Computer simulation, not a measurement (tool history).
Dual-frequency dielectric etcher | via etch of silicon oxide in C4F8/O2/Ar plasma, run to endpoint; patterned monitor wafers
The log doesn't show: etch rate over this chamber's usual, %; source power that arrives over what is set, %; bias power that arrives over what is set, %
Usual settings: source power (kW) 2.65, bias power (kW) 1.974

run    hour  source power (kW)  bias power (kW)  wafers since the last listed run  hours since the last wet clean  hours since the last source power generator calibration  hours since the last bias power generator calibration  hours since the last upper electrode change  incoming incoming film thickness, nm  endpoint time (s)
  1       0               2.27            1.683                                 0                           102.6                                                   1597.3                                                 1318.6                                       1860.8                                1454.9              284.3
  2   100.8               2.27            1.683                               561                           203.4                                                   1698.1                                                 1419.4                                       1961.6                                1445.8              281.3
  3   158.3               2.65            1.974                               320                           260.9                                                   1755.6                                                 1476.9                                       2019.1                                1446.8              248.4
  4   224.8               2.65            1.974                               370                           327.4                                                   1822.1                                                 1543.4                                       2085.6                                1447.8              249.2
  5   282.1               3.16            1.974                               319                           384.7                                                   1879.4                                                 1600.7                                       2142.9                                1446.8              229.9
      356.6  -- wet clean of the chamber
  6   357.1               3.16            1.974                               284                             0.5                                                   1954.4                                                 1675.7                                       2217.9                                  1455              234.5
  7   431.9               2.65            1.974                               417                            75.3                                                   2029.2                                                 1750.5                                       2292.7                                1444.8              250.6
  8   517.9               2.65            1.974                               479                           161.3                                                   2115.2                                                 1836.5                                       2378.7                                1461.4              251.4
  9   562.9               2.65            1.974                               250                           206.3                                                   2160.2                                                 1881.5                                       2423.7                                1448.1              249.4
 10   648.7               2.65            2.341                               478                           292.1                                                     2246                                                 1967.3                                       2509.5                                1437.1                234
 11   741.1               2.79            1.641                               515                           384.5                                                   2338.4                                                 2059.7                                       2601.9                                1434.9              256.4
 12   834.1               2.14            1.974                               518                           477.5                                                   2431.4                                                 2152.7                                       2694.9                                1438.3              269.6
      885.6  -- wet clean of the chamber
      929.2  -- bias power generator calibrated
 13   939.8               2.14            1.974                               433                            54.2                                                   2537.1                                                   10.6                                       2800.6                                1455.4              272.3
 14     989               2.14            1.974                               274                           103.4                                                   2586.3                                                   59.8                                       2849.8                                1462.2              273.9
 15  1061.5               2.65            1.974                               404                           175.9                                                   2658.8                                                  132.3                                       2922.3                                1446.6              245.8
 16  1110.4               2.65            1.974                               272                           224.8                                                   2707.7                                                  181.2                                       2971.2                                  1448              246.9
 17  1154.8               2.29            2.219                               247                           269.2                                                   2752.1                                                  225.6                                       3015.6                                1432.4              249.9
     1196.8  -- upper electrode replaced
 18  1197.3               2.65            1.974                               103                           311.7                                                   2794.6                                                  268.1                                          0.5                                  1447              243.8

Forecast run 19:
 19  1284               3.27            2.375                               483                           398.4                                                   2881.3                                                  354.8                                         87.2                                1450.5                  ?

endpoint time (s): 211.1
Without the tool's hidden state the same run would have given endpoint time (s) 213.7.
